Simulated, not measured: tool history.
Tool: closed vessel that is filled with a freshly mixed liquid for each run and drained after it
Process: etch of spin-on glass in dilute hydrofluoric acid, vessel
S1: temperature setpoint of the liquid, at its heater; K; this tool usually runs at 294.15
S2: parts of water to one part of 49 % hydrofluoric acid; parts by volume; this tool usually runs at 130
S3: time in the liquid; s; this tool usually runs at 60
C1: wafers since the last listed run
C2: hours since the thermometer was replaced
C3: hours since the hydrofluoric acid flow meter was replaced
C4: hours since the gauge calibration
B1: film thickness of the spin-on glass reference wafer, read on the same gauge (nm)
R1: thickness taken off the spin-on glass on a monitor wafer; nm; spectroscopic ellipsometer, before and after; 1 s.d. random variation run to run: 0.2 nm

run	hour	S1	S2	S3	C1	C2	C3	C4	B1	R1
1	0.0	294.15	130	60	0	837.4	2064.6	34.6	90.01	23.64
2	15.7	294.15	80	60	1877	853.1	2080.3	50.3	90.00	41.01
3	31.7	294.15	80	60	1913	869.1	2096.3	66.3	90.01	40.68
4	41.9	294.15	130	60	1220	879.3	2106.5	76.5	90.00	24.13
5	50.5	294.15	130	60	1028	887.9	2115.1	85.1	90.01	24.24
6	64.5	294.15	130	60	1674	901.9	2129.1	99.1	89.99	24.05
7	76.4	294.15	130	60	1423	913.8	2141.0	111.0	90.01	23.71
8	88.6	294.15	130	60	1459	926.0	2153.2	123.2	90.00	23.81
9	95.9	294.15	90	45	873	933.3	2160.5	130.5	90.01	27.45
10	103.7	294.15	130	60	932	941.1	2168.3	138.3	90.01	24.35
# hour 113.8: thermometer replaced
11	114.7	296.65	155	60	1196	0.9	2179.3	149.3	89.99	22.95
12	151.9	296.65	155	60	4449	38.1	2216.5	186.5	90.00	22.48
13	168.0	296.65	155	60	1925	54.2	2232.6	202.6	89.99	22.71
# hour 178.1: hydrofluoric acid flow meter replaced
14	184.1	294.15	175	55	1806	70.3	6.0	218.7	90.01	16.34
15	192.7	294.15	175	55	1028	78.9	14.6	227.3	90.01	16.43
16	208.4	294.15	130	60	1877	94.6	30.3	243.0	90.01	25.87
# hour 217.3: thermometer replaced, repeated, since the last time left the tool worse
17	223.7	298.15	190	45	1710	6.4	45.6	258.3	90.01	12.80
18	234.8	294.15	130	60	1327	17.5	56.7	269.4	90.00	22.60
19	248.7	294.15	130	60	1662	31.4	70.6	283.3	90.01	22.61
20	255.5	290.15	165	80	813	38.2	77.4	290.1	90.00	19.51
21	273.3	298.15	130	60	2129	56.0	95.2	307.9	89.99	27.11
22	283.9	294.15	130	40	1267	66.6	105.8	318.5	89.99	15.31
23	295.1	292.15	130	60	1339	77.8	117.0	329.7	89.99	21.09
# hour 311.9: gauge calibrated
24	312.1	297.15	130	90	2033	94.8	134.0	0.2	89.99	38.26
25	324.0	294.15	130	60	1423	106.7	145.9	12.1	90.00	22.87
26	341.7	294.15	130	60	2117	124.4	163.6	29.8	89.98	22.73
27	359.3	294.15	90	60	2105	142.0	181.2	47.4	90.01	35.02
28	374.4	294.15	75	90	1806	157.1	196.3	62.5	90.01	63.02
29	390.8	296.65	130	60	1961	173.5	212.7	78.9	89.98	25.09
30	401.1	294.15	130	80	1232	183.8	223.0	89.2	90.00	30.62
31	417.3	294.15	95	60	1937	200.0	239.2	105.4	90.00	32.96
32	434.4	294.15	130	60	2045	217.1	256.3	122.5	89.99	23.08
33	446.0	294.15	105	60	1387	228.7	267.9	134.1	90.00	29.72

How would selected steps in R1 from run to run divide? Give the signed amount a tool lacking its hidden state would still show from settings, what came in and random variation, and the signed amount left for the hidden state, including any gauge scatter that is not in both of the compared results.
Unlogged tool condition in this case: liquid hotter than its thermometer reads (K); hydrofluoric acid flow below the setpoint (%); gauge reads high (%).
Run 1 -> 2: S2 130 -> 80. R1 +17.37 nm: hidden state +1.17, all else +16.20.
Run 15 -> 16: S2 175 -> 130, S3 55 -> 60. R1 +9.44 nm: hidden state +1.21, all else +8.23.
Run 16 -> 17: S1 294.15 -> 298.15, S2 130 -> 190, S3 60 -> 45, thermometer replaced, repeated, since the last time left the tool worse. R1 -13.07 nm: hidden state -2.95, all else -10.12.
Run 27 -> 28: S2 90 -> 75, S3 60 -> 90. R1 +28.00 nm: hidden state +0.68, all else +27.32.
Run 28 -> 29: S1 294.15 -> 296.65, S2 75 -> 130, S3 90 -> 60. R1 -37.93 nm: hidden state -0.87, all else -37.06.

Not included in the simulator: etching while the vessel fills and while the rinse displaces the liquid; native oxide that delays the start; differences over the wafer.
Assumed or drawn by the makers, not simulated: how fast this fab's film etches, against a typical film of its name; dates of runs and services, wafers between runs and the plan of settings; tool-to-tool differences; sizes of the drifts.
